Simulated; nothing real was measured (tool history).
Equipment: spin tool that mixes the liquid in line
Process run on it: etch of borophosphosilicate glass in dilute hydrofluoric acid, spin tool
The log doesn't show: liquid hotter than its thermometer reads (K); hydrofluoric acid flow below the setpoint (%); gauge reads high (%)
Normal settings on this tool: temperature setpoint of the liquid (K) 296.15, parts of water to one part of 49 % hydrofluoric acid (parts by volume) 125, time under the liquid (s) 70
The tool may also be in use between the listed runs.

run	day	temperature setpoint of the liquid (K)	parts of water to one part of 49 % hydrofluoric acid (parts by volume)	time under the liquid (s)	wafers since the last listed run	hours since the thermometer was replaced	hours since the hydrofluoric acid flow meter was replaced	hours since the gauge calibration	read-back film thickness of the borophosphosilicate glass reference wafer, read on the same gauge (nm)	thickness taken off the borophosphosilicate glass on a monitor wafer (nm)
1	0	296.15	125	70	0	859	1043.8	668.2	120	27.49
2	0.854	296.15	125	70	164	879.5	1064.3	688.7	120.01	28.05
3	1.371	296.15	125	70	99	891.9	1076.7	701.1	120	27.83
# day 2.242: thermometer replaced
4	2.7	296.15	125	70	248	11	1108.6	733	120	26.7
5	3.921	296.15	125	70	235	40.3	1137.9	762.3	119.97	26.18
6	4.804	296.15	125	70	170	61.5	1159.1	783.5	120.04	26.53
7	5.692	296.15	125	70	170	82.8	1180.4	804.8	119.98	26.46
8	6.692	296.15	125	70	192	106.8	1204.4	828.8	120.02	26.76
9	7.562	296.15	125	100	167	127.7	1225.3	849.7	120.02	37.4
10	8.746	297.65	155	105	227	156.1	1253.7	878.1	119.98	32.75
11	10.2	296.15	125	70	280	191	1288.6	913	120	26.78
12	10.896	291.65	185	45	134	207.7	1305.3	929.7	120	9.07
13	11.879	293.15	75	40	189	231.3	1328.9	953.3	119.98	23.76
14	13.25	296.15	125	60	264	264.2	1361.8	986.2	119.99	22.94
15	14.583	292.15	105	85	256	296.2	1393.8	1018.2	120.01	33.54
16	16.008	300.15	165	70	274	330.4	1428	1052.4	119.99	22.5
17	16.729	296.15	95	70	138	347.7	1445.3	1069.7	120.02	36.9
18	17.742	299.15	105	40	195	372	1469.6	1094	120	21.1
# day 17.792: hydrofluoric acid flow meter replaced
# day 18.046: gauge calibrated
19	18.742	300.65	85	85	184	396	22.8	16.7	120.02	60.41
20	19.738	293.65	125	95	191	419.9	46.7	40.6	120.01	33.22
21	21.092	301.15	70	100	260	452.4	79.2	73.1	119.99	89.82
22	23.762	296.15	125	70	514	516.5	143.3	137.2	120.01	27.22
23	24.367	301.15	105	40	116	531	157.8	151.7	119.99	22.96
24	25.692	296.15	125	100	255	562.8	189.6	183.5	119.98	39.34
25	26.267	296.15	125	70	110	576.6	203.4	197.3	120.03	27.29
26	27.267	291.65	85	90	192	600.6	227.4	221.3	120	45.03
27	28.117	296.15	105	90	163	621	247.8	241.7	120.02	43.14
28	29.258	296.15	125	70	219	648.4	275.2	269.1	120	27.18
29	31.796	294.15	125	70	488	709.3	336.1	330	120	25.61
30	33.283	291.15	145	45	286	745	371.8	365.7	120.03	12.24
31	34.121	293.15	125	100	161	765.1	391.9	385.8	120.03	35.44
32	35.012	296.15	65	90	171	786.5	413.3	407.2	120.01	74.18
33	35.771	300.65	65	40	146	804.7	431.5	425.4	120	39.39

3 options for the next run, each taken on its own from the tool as it stands now. Forecast them:
A	35.788	296.15	125	50	3	805.1	431.9	425.8	?	?
B	35.788	291.15	125	70	3	805.1	431.9	425.8	?	?
C	35.788	294.15	70	50	3	805.1	431.9	425.8	?	?

run	read-back film thickness of the borophosphosilicate glass reference wafer, read on the same gauge (nm)	thickness taken off the borophosphosilicate glass on a monitor wafer (nm)
A	119.97	19.89
B	119.97	22.83
C	119.97	35.06
With no hidden state in the tool, these same runs would have given:
run	thickness taken off the borophosphosilicate glass on a monitor wafer (nm)
A	18.8
B	21.52
C	33.03
